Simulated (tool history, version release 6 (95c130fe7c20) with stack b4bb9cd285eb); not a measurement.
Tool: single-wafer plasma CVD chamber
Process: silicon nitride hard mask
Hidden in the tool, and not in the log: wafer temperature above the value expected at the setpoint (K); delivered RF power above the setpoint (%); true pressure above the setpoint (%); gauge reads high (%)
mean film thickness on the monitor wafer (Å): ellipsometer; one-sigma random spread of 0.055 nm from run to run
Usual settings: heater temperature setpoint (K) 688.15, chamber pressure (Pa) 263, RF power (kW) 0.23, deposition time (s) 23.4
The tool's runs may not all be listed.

| run | hour | heater temperature setpoint (K) | chamber pressure (Pa) | RF power (kW) | deposition time (s) | wafers since the last listed run | hours since the last thermocouple change | hours since the last RF generator calibration | hours since the last manometer calibration | hours since the showerhead was replaced | hours since the gauge calibration | read-back reference wafer on the same gauge, thickness_nm | mean film thickness on the monitor wafer (Å) |
|---|---|---|---|---|---|---|---|---|---|---|---|---|---|
| 1 | 0 | 688.15 | 263 | 0.23 | 23.4 | 0 | 1138.9 | 1300 | 1739.8 | 3617.7 | 123.6 | 23.608 | 226.82 |
| 2 | 22.6 | 688.15 | 263 | 0.23 | 23.4 | 348 | 1161.5 | 1322.6 | 1762.4 | 3640.3 | 146.2 | 23.589 | 226.27 |
|  | 33.4 | gauge calibrated |
| 3 | 37.7 | 688.15 | 263 | 0.23 | 23.4 | 232 | 1176.6 | 1337.7 | 1777.5 | 3655.4 | 4.3 | 23.595 | 227.18 |
| 4 | 65 | 688.15 | 263 | 0.23 | 26.5 | 420 | 1203.9 | 1365 | 1804.8 | 3682.7 | 31.6 | 23.593 | 257.28 |
| 5 | 78.8 | 688.15 | 263 | 0.23 | 23.4 | 212 | 1217.7 | 1378.8 | 1818.6 | 3696.5 | 45.4 | 23.594 | 226.64 |
| 6 | 110.6 | 688.15 | 263 | 0.23 | 23.4 | 490 | 1249.5 | 1410.6 | 1850.4 | 3728.3 | 77.2 | 23.583 | 226.88 |
| 7 | 139.4 | 688.15 | 263 | 0.23 | 23.4 | 443 | 1278.3 | 1439.4 | 1879.2 | 3757.1 | 106 | 23.597 | 228.38 |
|  | 160.5 | thermocouple changed; heater temperature recalibrated |
| 8 | 167.4 | 688.15 | 315 | 0.265 | 23.4 | 308 | 6.9 | 1467.4 | 1907.2 | 3785.1 | 134 | 23.633 | 264.63 |
|  | 180.4 | gauge calibrated |
|  | 187.8 | RF generator calibrated |
| 9 | 202.4 | 688.15 | 263 | 0.23 | 23.4 | 416 | 41.9 | 14.6 | 1942.2 | 3820.1 | 22 | 23.615 | 227.58 |
| 10 | 219.5 | 688.15 | 323 | 0.215 | 23.4 | 263 | 59 | 31.7 | 1959.3 | 3837.2 | 39.1 | 23.599 | 218.43 |
|  | 231.6 | showerhead replaced |
|  | 233.9 | capacitance manometer re-zeroed and calibrated |
| 11 | 246.7 | 681.15 | 263 | 0.25 | 23.4 | 260 | 86.2 | 58.9 | 12.8 | 15.1 | 66.3 | 23.585 | 247.15 |
| 12 | 272.2 | 688.15 | 263 | 0.23 | 23.4 | 393 | 111.7 | 84.4 | 38.3 | 40.6 | 91.8 | 23.588 | 226.52 |
| 13 | 295.6 | 702.15 | 219 | 0.245 | 21.2 | 360 | 135.1 | 107.8 | 61.7 | 64 | 115.2 | 23.6 | 211.58 |
| 14 | 313.9 | 697.15 | 316 | 0.195 | 23.4 | 282 | 153.4 | 126.1 | 80 | 82.3 | 133.5 | 23.595 | 195.73 |

Consider 5 possible next runs. They are alternatives, not a sequence: every one starts from the tool as it was left by run 14. What does each give?
| A | 314.3 | 688.15 | 224 | 0.23 | 23.4 | 6 | 153.8 | 126.5 | 80.4 | 82.7 | 133.9 | ? | ? |
| B | 314.3 | 703.15 | 263 | 0.2 | 21.5 | 6 | 153.8 | 126.5 | 80.4 | 82.7 | 133.9 | ? | ? |
| C | 314.3 | 699.15 | 203 | 0.205 | 26 | 6 | 153.8 | 126.5 | 80.4 | 82.7 | 133.9 | ? | ? |
| D | 314.3 | 688.15 | 324 | 0.255 | 18.9 | 6 | 153.8 | 126.5 | 80.4 | 82.7 | 133.9 | ? | ? |
| E | 314.3 | 684.15 | 213 | 0.21 | 26.9 | 6 | 153.8 | 126.5 | 80.4 | 82.7 | 133.9 | ? | ? |

| run | read-back reference wafer on the same gauge, thickness_nm | mean film thickness on the monitor wafer (Å) |
|---|---|---|
| A | 23.595 | 222.07 |
| B | 23.595 | 179.56 |
| C | 23.595 | 215.51 |
| D | 23.595 | 207.86 |
| E | 23.595 | 231.82 |
Without the tool's hidden state the same runs would have given:
| run | mean film thickness on the monitor wafer (Å) |
|---|---|
| A | 222.07 |
| B | 179.56 |
| C | 215.51 |
| D | 207.86 |
| E | 231.82 |

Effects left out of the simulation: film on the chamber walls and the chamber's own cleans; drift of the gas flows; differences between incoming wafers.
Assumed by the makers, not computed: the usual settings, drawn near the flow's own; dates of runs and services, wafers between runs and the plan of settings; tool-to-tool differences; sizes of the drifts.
